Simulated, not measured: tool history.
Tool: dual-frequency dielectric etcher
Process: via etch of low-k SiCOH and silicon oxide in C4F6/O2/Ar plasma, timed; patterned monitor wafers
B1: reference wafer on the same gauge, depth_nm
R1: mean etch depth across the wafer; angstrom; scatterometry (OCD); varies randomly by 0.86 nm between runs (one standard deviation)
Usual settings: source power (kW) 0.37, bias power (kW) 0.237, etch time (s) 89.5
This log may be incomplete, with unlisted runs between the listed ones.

{"run": 1, "hour": 0.0, "source power (kW)": 0.37, "bias power (kW)": 0.237, "etch time (s)": 89.5, "B1": 309.1, "R1": 2737}
{"run": 2, "hour": 52.0, "source power (kW)": 0.37, "bias power (kW)": 0.237, "etch time (s)": 89.5, "B1": 309.1, "R1": 2736}
{"run": 3, "hour": 81.1, "source power (kW)": 0.37, "bias power (kW)": 0.237, "etch time (s)": 89.5, "B1": 309, "R1": 2743}
{"hour": 144.6, "done": "wet clean of the chamber"}
{"hour": 244.7, "done": "source power generator calibrated"}
{"run": 4, "hour": 272.5, "source power (kW)": 0.37, "bias power (kW)": 0.237, "etch time (s)": 89.5, "B1": 308.9, "R1": 2704}
{"run": 5, "hour": 306.4, "source power (kW)": 0.37, "bias power (kW)": 0.237, "etch time (s)": 89.5, "B1": 308.9, "R1": 2704}
{"run": 6, "hour": 479.8, "source power (kW)": 0.37, "bias power (kW)": 0.213, "etch time (s)": 89.5, "B1": 309, "R1": 2675}
{"run": 7, "hour": 534.0, "source power (kW)": 0.37, "bias power (kW)": 0.213, "etch time (s)": 89.5, "B1": 309, "R1": 2683}
{"run": 8, "hour": 597.4, "source power (kW)": 0.37, "bias power (kW)": 0.213, "etch time (s)": 89.5, "B1": 309.1, "R1": 2692}
{"hour": 651.7, "done": "wet clean of the chamber"}
{"hour": 657.7, "done": "bias power generator calibrated"}
{"run": 9, "hour": 669.2, "source power (kW)": 0.45, "bias power (kW)": 0.237, "etch time (s)": 77.5, "B1": 309.1, "R1": 2429}
{"hour": 713.4, "done": "gauge calibrated"}
{"run": 10, "hour": 725.5, "source power (kW)": 0.37, "bias power (kW)": 0.291, "etch time (s)": 97, "B1": 309, "R1": 3055}
{"hour": 774.8, "done": "upper electrode replaced"}
{"run": 11, "hour": 797.3, "source power (kW)": 0.37, "bias power (kW)": 0.237, "etch time (s)": 89.5, "B1": 309.1, "R1": 2682}
{"run": 12, "hour": 839.7, "source power (kW)": 0.31, "bias power (kW)": 0.237, "etch time (s)": 115.5, "B1": 309.1, "R1": 3273}
{"run": 13, "hour": 874.4, "source power (kW)": 0.37, "bias power (kW)": 0.237, "etch time (s)": 97, "B1": 309, "R1": 2914}
{"run": 14, "hour": 909.3, "source power (kW)": 0.37, "bias power (kW)": 0.18, "etch time (s)": 99, "B1": 308.9, "R1": 2746}
{"run": 15, "hour": 1113.2, "source power (kW)": 0.37, "bias power (kW)": 0.237, "etch time (s)": 73.5, "B1": 309, "R1": 2240}
{"run": 16, "hour": 1163.6, "source power (kW)": 0.46, "bias power (kW)": 0.288, "etch time (s)": 98, "B1": 309, "R1": 3421}
{"run": 17, "hour": 1221.6, "source power (kW)": 0.31, "bias power (kW)": 0.285, "etch time (s)": 67.5, "B1": 309, "R1": 2093}
{"hour": 1258.5, "done": "wet clean of the chamber"}
{"run": 18, "hour": 1259.0, "source power (kW)": 0.37, "bias power (kW)": 0.237, "etch time (s)": 89.5, "B1": 308.9, "R1": 2647}
{"run": 19, "hour": 1315.3, "source power (kW)": 0.37, "bias power (kW)": 0.237, "etch time (s)": 97, "B1": 309, "R1": 2863}
{"run": 20, "hour": 1359.7, "source power (kW)": 0.45, "bias power (kW)": 0.237, "etch time (s)": 111, "B1": 309, "R1": 3532}
{"run": 21, "hour": 1399.0, "source power (kW)": 0.42, "bias power (kW)": 0.253, "etch time (s)": 89.5, "B1": 309, "R1": 2830}
{"run": 22, "hour": 1463.7, "source power (kW)": 0.37, "bias power (kW)": 0.184, "etch time (s)": 75, "B1": 309, "R1": 2097}
{"run": 23, "hour": 1509.5, "source power (kW)": 0.37, "bias power (kW)": 0.274, "etch time (s)": 89.5, "B1": 309, "R1": 2799}
{"run": 24, "hour": 1558.3, "source power (kW)": 0.37, "bias power (kW)": 0.237, "etch time (s)": 108.5, "B1": 309, "R1": 3285}
{"run": 25, "hour": 1719.1, "source power (kW)": 0.37, "bias power (kW)": 0.237, "etch time (s)": 89.5, "B1": 309, "R1": 2746}
{"run": 26, "hour": 1751.5, "source power (kW)": 0.37, "bias power (kW)": 0.184, "etch time (s)": 89.5, "B1": 308.9, "R1": 2571}
{"hour": 1825.5, "done": "wet clean of the chamber"}
{"run": 27, "hour": 1826.0, "source power (kW)": 0.37, "bias power (kW)": 0.207, "etch time (s)": 89.5, "B1": 308.9, "R1": 2555}
{"run": 28, "hour": 1856.6, "source power (kW)": 0.44, "bias power (kW)": 0.237, "etch time (s)": 108.5, "B1": 308.9, "R1": 3431}

5 ways to go on from here, each from the tool as it stands after run 28. What would each give?
{"run": "A", "hour": 1857.0, "source power (kW)": 0.4, "bias power (kW)": 0.237, "etch time (s)": 89.5, "B1": "?", "R1": "?"}
{"run": "B", "hour": 1857.0, "source power (kW)": 0.28, "bias power (kW)": 0.197, "etch time (s)": 69, "B1": "?", "R1": "?"}
{"run": "C", "hour": 1857.0, "source power (kW)": 0.32, "bias power (kW)": 0.22, "etch time (s)": 110.5, "B1": "?", "R1": "?"}
{"run": "D", "hour": 1857.0, "source power (kW)": 0.42, "bias power (kW)": 0.237, "etch time (s)": 89.5, "B1": "?", "R1": "?"}
{"run": "E", "hour": 1857.0, "source power (kW)": 0.46, "bias power (kW)": 0.237, "etch time (s)": 78.5, "B1": "?", "R1": "?"}

run=A B1=309 R1=2741
run=B B1=309 R1=1789
run=C B1=309 R1=3083
run=D B1=309 R1=2784
run=E B1=309 R1=2516
Stripped of hidden state, with their random variation kept, the same runs would have yielded:
run=A R1=2704
run=B R1=1765
run=C R1=3042
run=D R1=2748
run=E R1=2483
